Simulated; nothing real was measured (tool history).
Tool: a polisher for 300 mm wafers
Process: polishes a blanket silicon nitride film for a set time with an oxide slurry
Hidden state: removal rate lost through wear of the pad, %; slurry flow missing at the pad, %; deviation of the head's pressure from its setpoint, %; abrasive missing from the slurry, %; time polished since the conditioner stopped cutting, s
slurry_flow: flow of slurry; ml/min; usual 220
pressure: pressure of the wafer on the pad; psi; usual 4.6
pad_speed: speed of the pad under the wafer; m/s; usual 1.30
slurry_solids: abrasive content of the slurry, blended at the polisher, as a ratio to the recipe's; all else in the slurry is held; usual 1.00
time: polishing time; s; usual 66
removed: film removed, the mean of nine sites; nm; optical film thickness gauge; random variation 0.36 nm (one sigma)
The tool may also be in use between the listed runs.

run   hour  slurry_flow  pressure  pad_speed  slurry_solids  time  wafers since the last listed run  wafers polished on this pad  hours since the slurry nozzle was cleaned  hours since the head pressure was calibrated  hours since the slurry blender was calibrated  hours since the conditioning disc was replaced  incoming thickness of the incoming film, nm  removed
  1    0.0          220       4.6       1.30           1.00    66                                 0                          382                                      669.2                                         803.2                                          214.3                                           461.7                                        368.5     52.8
  2    8.2          220       4.6       1.30           1.00    66                                70                          452                                      677.4                                         811.4                                          222.5                                           469.9                                        363.3     52.4
      20.9  -- worn pad replaced by a new one
  3   21.4          220       4.6       1.30           1.00    66                                78                            4                                      690.6                                         824.6                                          235.7                                           483.1                                        364.8     53.0
  4   30.8          220       4.6       1.30           1.00    66                                80                           85                                      700.0                                         834.0                                          245.1                                           492.5                                        372.3     52.1
  5   45.2          220       4.6       1.30           1.00    66                               123                          209                                      714.4                                         848.4                                          259.5                                           506.9                                        366.3     51.8
  6   57.8          220       4.6       1.30           1.00    66                               108                          317                                      727.0                                         861.0                                          272.1                                           519.5                                        367.1     51.2
  7   68.2          220       4.6       1.30           1.00    66                                89                          406                                      737.4                                         871.4                                          282.5                                           529.9                                        369.0     51.2
      75.8  -- worn pad replaced by a new one
      76.7  -- head pressure recalibrated
  8   82.4          220       3.7       1.64           0.80    60                                79                           48                                      751.6                                           5.7                                          296.7                                           544.1                                        375.7     39.7
      88.4  -- slurry nozzle cleaned
      96.2  -- slurry blender recalibrated
  9   96.7          220       4.6       1.30           1.00    66                                97                          145                                        8.3                                          20.0                                            0.5                                           558.4                                        368.5     55.3
     110.3  -- conditioning disc replaced and pad reconditioned
 10  113.4          220       4.6       1.30           1.00    66                               126                          271                                       25.0                                          36.7                                           17.2                                             3.1                                        369.4     54.8
 11  128.6          220       4.6       1.30           1.25    66                               130                          402                                       40.2                                          51.9                                           32.4                                            18.3                                        365.8     61.3
     143.1  -- worn pad replaced by a new one
 12  143.4          220       4.0       1.30           0.85    66                                92                            2                                       55.0                                          66.7                                           47.2                                            33.1                                        364.7     43.8
 13  156.7          220       4.6       1.30           1.00    74                               114                          117                                       68.3                                          80.0                                           60.5                                            46.4                                        375.7     61.1
 14  163.2          170       4.6       1.50           0.80    45                                55                          172                                       74.8                                          86.5                                           67.0                                            52.9                                        369.3     36.4

What the log doesn't show, run by run:
removal rate lost through wear of the pad, %: 0 in every run
slurry flow missing at the pad, %: 0 in every run
deviation of the head's pressure from its setpoint, %: 0 in every run
time polished since the conditioner stopped cutting, s: 0 in every run
H1: abrasive missing from the slurry, %
run    H1
  1  9.44
  2  10.2
  3  11.4
  4  12.3
  5  13.8
  6  15.1
  7  16.3
  8  17.9
  9  2.05
 10  2.11
 11  2.26
 12   2.5
 13  2.79
 14  2.95

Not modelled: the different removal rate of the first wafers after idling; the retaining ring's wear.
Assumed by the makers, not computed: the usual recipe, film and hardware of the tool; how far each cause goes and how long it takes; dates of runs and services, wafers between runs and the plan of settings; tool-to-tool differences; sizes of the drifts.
